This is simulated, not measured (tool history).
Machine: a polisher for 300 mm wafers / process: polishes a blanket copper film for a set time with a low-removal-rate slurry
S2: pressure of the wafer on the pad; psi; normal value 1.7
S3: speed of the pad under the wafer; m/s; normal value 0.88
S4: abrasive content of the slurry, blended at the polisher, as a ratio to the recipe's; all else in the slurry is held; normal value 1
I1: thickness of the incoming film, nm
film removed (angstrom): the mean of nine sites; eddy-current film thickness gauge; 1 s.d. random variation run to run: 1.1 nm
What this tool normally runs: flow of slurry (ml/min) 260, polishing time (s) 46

run 1 hour=0 | flow_of_slurry_(ml/min)=260 S2=1.7 S3=0.88 S4=1 polishing_time_(s)=46 | I1=1200.5 | film_removed_(angstrom)=823
-- hour=2.3 slurry blender recalibrated
run 2 hour=47.6 | flow_of_slurry_(ml/min)=260 S2=1.7 S3=0.88 S4=1 polishing_time_(s)=46 | I1=1226.9 | film_removed_(angstrom)=822
run 3 hour=73.1 | flow_of_slurry_(ml/min)=260 S2=1.7 S3=1.06 S4=1 polishing_time_(s)=46 | I1=1231.2 | film_removed_(angstrom)=997
-- hour=80.9 slurry nozzle cleaned
-- hour=87 head pressure recalibrated
run 4 hour=106.6 | flow_of_slurry_(ml/min)=260 S2=1.7 S3=0.88 S4=1 polishing_time_(s)=39 | I1=1201.6 | film_removed_(angstrom)=682
run 5 hour=141.6 | flow_of_slurry_(ml/min)=260 S2=1.7 S3=0.88 S4=1 polishing_time_(s)=39 | I1=1218.5 | film_removed_(angstrom)=699
-- hour=146.4 worn pad replaced by a new one
run 6 hour=293.9 | flow_of_slurry_(ml/min)=260 S2=1.7 S3=0.88 S4=1 polishing_time_(s)=39 | I1=1219.8 | film_removed_(angstrom)=697
run 7 hour=319.1 | flow_of_slurry_(ml/min)=260 S2=1.7 S3=0.88 S4=1 polishing_time_(s)=46 | I1=1214.3 | film_removed_(angstrom)=812
run 8 hour=351.8 | flow_of_slurry_(ml/min)=260 S2=1.7 S3=0.88 S4=1 polishing_time_(s)=46 | I1=1215 | film_removed_(angstrom)=799
run 9 hour=395 | flow_of_slurry_(ml/min)=230 S2=1.2 S3=0.88 S4=0.7 polishing_time_(s)=39 | I1=1214.8 | film_removed_(angstrom)=451
run 10 hour=446.4 | flow_of_slurry_(ml/min)=260 S2=1.5 S3=1.06 S4=1.2 polishing_time_(s)=46 | I1=1222 | film_removed_(angstrom)=931
-- hour=477.3 slurry blender recalibrated
run 11 hour=501.3 | flow_of_slurry_(ml/min)=260 S2=1.7 S3=0.88 S4=1 polishing_time_(s)=46 | I1=1216.9 | film_removed_(angstrom)=822
-- hour=513.8 worn pad replaced by a new one
run 12 hour=528.9 | flow_of_slurry_(ml/min)=260 S2=1.4 S3=0.68 S4=1 polishing_time_(s)=46 | I1=1220.2 | film_removed_(angstrom)=550
run 13 hour=570.1 | flow_of_slurry_(ml/min)=260 S2=1.7 S3=0.88 S4=1 polishing_time_(s)=32 | I1=1217.4 | film_removed_(angstrom)=561
-- hour=572.3 head pressure recalibrated
run 14 hour=609 | flow_of_slurry_(ml/min)=335 S2=2.1 S3=0.88 S4=1.1 polishing_time_(s)=37 | I1=1237.4 | film_removed_(angstrom)=818
-- hour=645.2 slurry nozzle cleaned
run 15 hour=646.6 | flow_of_slurry_(ml/min)=260 S2=1.7 S3=0.88 S4=1.1 polishing_time_(s)=56 | I1=1213.9 | film_removed_(angstrom)=987
run 16 hour=700.4 | flow_of_slurry_(ml/min)=260 S2=1.9 S3=0.78 S4=1 polishing_time_(s)=55 | I1=1225.9 | film_removed_(angstrom)=952
run 17 hour=741.9 | flow_of_slurry_(ml/min)=260 S2=2.2 S3=1.02 S4=0.75 polishing_time_(s)=62 | I1=1224.5 | film_removed_(angstrom)=1419

Run 18 comes next. What will it give?
run 18 hour=798.1 | flow_of_slurry_(ml/min)=260 S2=2.1 S3=1.06 S4=1 polishing_time_(s)=46 | I1=1221.1 | film_removed_(angstrom)=?

{"run 18": {"film removed (angstrom)": 1186}}
On a tool with no hidden condition, and with the same random variation, this run would have come out at film removed (angstrom) 1186.
